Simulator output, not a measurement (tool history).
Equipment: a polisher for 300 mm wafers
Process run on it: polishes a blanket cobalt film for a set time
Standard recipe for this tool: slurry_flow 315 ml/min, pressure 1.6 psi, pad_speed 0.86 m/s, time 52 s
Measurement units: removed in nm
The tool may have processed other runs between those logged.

run	hour	slurry_flow	pressure	pad_speed	time	wafers since the last listed run	wafers polished on this pad	hours since the slurry nozzle was cleaned	hours since the head pressure was calibrated	incoming thickness of the incoming film, nm	removed
1	0	315	1.6	0.86	43	0	2947	279.7	96.8	1178.1	136.6
2	48.6	315	1.3	0.86	52	501	3449	328.3	145.4	1198.5	133.1
3	104.9	315	1.5	0.86	52	581	4030	384.6	201.7	1197	153.3
4	179.4	315	1.5	0.86	52	769	4800	459.1	276.2	1166.5	152
# hour 268.3: slurry nozzle cleaned
5	272.4	315	2	0.86	45	950	5750	4.1	369.2	1185.9	177
6	331.1	315	2	0.86	45	606	6356	62.8	427.9	1192.6	172.3
# hour 363.7: worn pad replaced by a new one
7	379	315	2	0.86	52	453	158	110.7	475.8	1184.5	191.2
8	482.5	315	2	0.86	52	1068	1227	214.2	579.3	1174.8	182.6
9	529.1	315	1.6	0.86	52	481	1708	260.8	625.9	1181.5	146.4
10	646.1	315	1.6	0.86	52	1208	2916	377.8	742.9	1198.9	143.5
11	725.1	315	1.6	0.86	52	815	3732	456.8	821.9	1201.4	145.9
# hour 761: worn pad replaced by a new one, repeated, since the last time left the tool worse
12	761.5	315	1.6	0.86	44	334	4	493.2	858.3	1207.9	143.2
13	834.9	315	1.6	0.86	44	758	762	566.6	931.7	1200.7	141.6
14	910.9	315	1.6	0.86	44	784	1547	642.6	1007.7	1176.1	141.7
# hour 920.4: slurry nozzle cleaned
15	958.8	255	1.6	0.86	52	484	2032	38.4	1055.6	1198.4	160
16	1039	255	1.6	0.86	52	828	2860	118.6	1135.8	1183.9	158.6
17	1114.4	255	1.6	0.86	52	778	3639	194	1211.2	1190.9	157.1
18	1190.6	315	1.6	1.14	58	786	4426	270.2	1287.4	1187.6	237.9
# hour 1288.1: head pressure recalibrated
19	1294.6	315	1.8	0.6	69	1053	5479	374.2	6.5	1189.7	171.1
# hour 1330.7: worn pad replaced by a new one
20	1379.9	370	2	0.76	63	839	508	459.5	91.8	1194.2	224.1
# hour 1475.6: slurry nozzle cleaned
21	1653.8	410	1.6	0.86	52	2818	3326	178.2	365.7	1203	164
22	1749.8	355	1	1.04	52	991	4318	274.2	461.7	1194.9	122.3
23	1828.8	225	1.1	0.98	45	815	5133	353.2	540.7	1189.8	105.5
24	1866.8	315	1.6	0.86	52	392	5526	391.2	578.7	1182.9	157.9
# hour 1932.9: worn pad replaced by a new one
25	1973.3	315	1.6	0.86	52	1058	416	497.7	685.2	1173.4	169.2
26	2025.6	265	1.1	1	39	540	956	550	737.5	1185.3	98.3
# hour 2054.5: slurry nozzle cleaned
27	2130.6	350	1.6	0.86	52	1074	2031	76.1	842.5	1172.1	167.9
28	2225.9	315	1.6	0.86	47	984	3015	171.4	937.8	1175.8	147.9
29	2291.9	280	1.3	1.1	68	681	3696	237.4	1003.8	1177.5	220.9
30	2355.1	315	1.6	0.86	52	652	4349	300.6	1067	1194.6	159.7
31	2439	315	1.8	0.7	44	866	5216	384.5	1150.9	1203.1	123.4
# hour 2520.3: worn pad replaced by a new one
32	2527.3	315	1.6	0.98	52	870	71	472.8	1239.2	1186.2	196.4
33	2596.8	315	1.6	0.86	52	717	789	542.3	1308.7	1195.7	162.7
# hour 2604.7: slurry nozzle cleaned
34	2647.6	315	1.1	0.86	52	514	1303	42.9	1359.5	1211.1	115.7
# hour 2731.8: head pressure recalibrated
35	2741.3	315	1.6	0.86	41	947	2250	136.6	9.5	1215.1	130.3
36	2804.5	315	1.6	0.86	52	652	2903	199.8	72.7	1201.1	163

Consider 5 possible next runs. They are alternatives, not a sequence: every one starts from the tool as it was left by run 36. What does each give?
A	2804.9	315	1.6	0.86	52	4	2907	200.2	73.1	1164.4	?
B	2804.9	420	1.2	0.7	61	4	2907	200.2	73.1	1164.4	?
C	2804.9	315	1.6	0.72	52	4	2907	200.2	73.1	1164.4	?
D	2804.9	410	1.3	0.68	41	4	2907	200.2	73.1	1164.4	?
E	2804.9	270	2.1	0.86	41	4	2907	200.2	73.1	1164.4	?

run	removed
A	163.8
B	120.1
C	137.2
D	84.8
E	166.9
What these runs would have given with no unlogged condition in the tool:
run	removed
A	170.1
B	124.7
C	142.4
D	88
E	173.3
